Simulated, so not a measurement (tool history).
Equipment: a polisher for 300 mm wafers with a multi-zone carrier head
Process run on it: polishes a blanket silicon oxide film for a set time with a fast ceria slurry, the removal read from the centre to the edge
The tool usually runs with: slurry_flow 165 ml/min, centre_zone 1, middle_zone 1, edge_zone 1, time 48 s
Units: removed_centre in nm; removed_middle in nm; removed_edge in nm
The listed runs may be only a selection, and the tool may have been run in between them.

| run | day | slurry_flow | centre_zone | middle_zone | edge_zone | time | wafers since the last listed run | wafers polished on this pad | hours since the slurry nozzle was cleaned | hours since the centre zone pressure was calibrated | hours since the edge zone pressure was calibrated | hours since the carrier head's membrane was replaced | incoming thickness of the incoming film, nm | removed_centre | removed_middle | removed_edge |
|---|---|---|---|---|---|---|---|---|---|---|---|---|---|---|---|---|
| 1 | 0 | 165 | 1 | 1 | 1 | 48 | 0 | 373 | 457.2 | 803.9 | 570.2 | 983.6 | 2337.3 | 737.6 | 760 | 755.8 |
| 2 | 0.729 | 210 | 1 | 1 | 1 | 48 | 139 | 513 | 474.7 | 821.4 | 587.7 | 1001.1 | 2361.1 | 761.1 | 772.3 | 755.6 |
| 3 | 1.183 | 165 | 1 | 1.08 | 1 | 48 | 87 | 600 | 485.6 | 832.3 | 598.6 | 1012 | 2314.6 | 747 | 789.6 | 747.5 |
| 4 | 1.554 | 165 | 1 | 1.08 | 1 | 48 | 71 | 671 | 494.5 | 841.2 | 607.5 | 1020.9 | 2279.3 | 749.9 | 796 | 741.7 |
| 5 | 2.196 | 165 | 1 | 1.08 | 1 | 48 | 123 | 794 | 509.9 | 856.6 | 622.9 | 1036.3 | 2334.9 | 727.9 | 777.3 | 728.9 |
|  | 3.271 | worn pad replaced by a new one |
| 6 | 3.558 | 165 | 1 | 1 | 1 | 48 | 229 | 54 | 542.6 | 889.3 | 655.6 | 1069 | 2328.7 | 644 | 659 | 655.7 |
|  | 4.329 | edge zone pressure recalibrated |
| 7 | 4.35 | 165 | 1 | 1 | 1 | 48 | 135 | 190 | 561.6 | 908.3 | 0.5 | 1088 | 2343.9 | 668 | 669.2 | 664.3 |
| 8 | 4.825 | 165 | 1 | 1 | 1 | 48 | 91 | 282 | 573 | 919.7 | 11.9 | 1099.4 | 2365.4 | 656.9 | 669.4 | 655.2 |
| 9 | 5.279 | 165 | 1 | 1 | 1 | 48 | 87 | 369 | 583.9 | 930.6 | 22.8 | 1110.3 | 2294.7 | 649.3 | 655.1 | 657.7 |
|  | 5.667 | carrier head's membrane replaced by a new one |
| 10 | 5.688 | 200 | 0.89 | 1 | 1 | 40 | 38 | 407 | 593.7 | 940.4 | 32.6 | 0.5 | 2319.8 | 489.2 | 561.6 | 559.4 |
|  | 5.996 | worn pad replaced by a new one, repeated, since the last time left the tool worse |
| 11 | 6.054 | 165 | 1.1 | 1 | 0.89 | 55 | 38 | 11 | 602.5 | 949.2 | 41.4 | 9.3 | 2342 | 948.7 | 900.1 | 826 |
| 12 | 7.3 | 145 | 1 | 0.92 | 1 | 48 | 239 | 250 | 632.4 | 979.1 | 71.3 | 39.2 | 2306.1 | 731.6 | 714.8 | 747.1 |
|  | 7.629 | centre zone pressure recalibrated |
| 13 | 7.779 | 110 | 1 | 1 | 1 | 48 | 75 | 326 | 643.9 | 3.6 | 82.8 | 50.7 | 2363.1 | 721.5 | 732.1 | 740.2 |
| 14 | 8.167 | 165 | 1 | 1 | 0.95 | 59 | 74 | 400 | 653.2 | 12.9 | 92.1 | 60 | 2306 | 941.6 | 930.5 | 901.1 |
|  | 8.708 | slurry nozzle cleaned |
| 15 | 8.858 | 165 | 1 | 1.07 | 0.91 | 48 | 124 | 525 | 3.6 | 29.5 | 108.7 | 76.6 | 2314.7 | 748.3 | 785.9 | 722.5 |
| 16 | 9.408 | 165 | 0.92 | 1.11 | 1 | 48 | 105 | 631 | 16.8 | 42.7 | 121.9 | 89.8 | 2350.3 | 670.9 | 808.7 | 740.5 |
| 17 | 9.912 | 165 | 1 | 1 | 1 | 48 | 96 | 728 | 28.9 | 54.8 | 134 | 101.9 | 2344.2 | 734.2 | 743 | 734 |
| 18 | 10.446 | 165 | 1 | 1 | 1 | 48 | 102 | 830 | 41.7 | 67.6 | 146.8 | 114.7 | 2289.1 | 724.6 | 725.3 | 724.8 |
| 19 | 10.867 | 110 | 0.89 | 1.09 | 0.95 | 48 | 80 | 911 | 51.8 | 77.7 | 156.9 | 124.8 | 2340.5 | 608.9 | 743.8 | 673.2 |
|  | 11.721 | worn pad replaced by a new one |
| 20 | 11.742 | 140 | 1 | 1 | 1.03 | 53 | 135 | 3 | 72.8 | 98.7 | 177.9 | 145.8 | 2364.2 | 824.5 | 816.3 | 857.7 |
| 21 | 11.988 | 150 | 1 | 1 | 1 | 48 | 47 | 51 | 78.7 | 104.6 | 183.8 | 151.7 | 2312.6 | 741.1 | 751.8 | 762.5 |

The logged runs with the hidden state left out (each run's random variation unchanged):
Hidden state at play: removal rate lost through wear of the pad, %; slurry flow missing at the pad, %; deviation of the centre zone's pressure from its setpoint, %; deviation of the edge zone's pressure from its setpoint, %.
| run | removed_centre | removed_middle | removed_edge |
|---|---|---|---|
| 1 | 749.8 | 772.6 | 768.3 |
| 2 | 780.3 | 791.8 | 774.7 |
| 3 | 771 | 815 | 771.5 |
| 4 | 778.9 | 826.8 | 770.4 |
| 5 | 765.7 | 817.7 | 766.8 |
| 6 | 747 | 764.5 | 760.6 |
| 7 | 777.3 | 778.7 | 772.9 |
| 8 | 767.1 | 781.8 | 765.1 |
| 9 | 761.8 | 768.6 | 771.6 |
| 10 | 577 | 662.4 | 659.7 |
| 11 | 956.2 | 907.1 | 832.5 |
| 12 | 740.4 | 723.5 | 756.2 |
| 13 | 732.9 | 743.7 | 751.9 |
| 14 | 960.3 | 948.9 | 918.9 |
| 15 | 769.9 | 808.6 | 743.4 |
| 16 | 696.4 | 839.4 | 768.7 |
| 17 | 769.4 | 778.6 | 769.2 |
| 18 | 768.2 | 768.9 | 768.5 |
| 19 | 652.3 | 796.8 | 721.2 |
| 20 | 832.1 | 823.8 | 865.6 |
| 21 | 748.1 | 758.8 | 769.6 |

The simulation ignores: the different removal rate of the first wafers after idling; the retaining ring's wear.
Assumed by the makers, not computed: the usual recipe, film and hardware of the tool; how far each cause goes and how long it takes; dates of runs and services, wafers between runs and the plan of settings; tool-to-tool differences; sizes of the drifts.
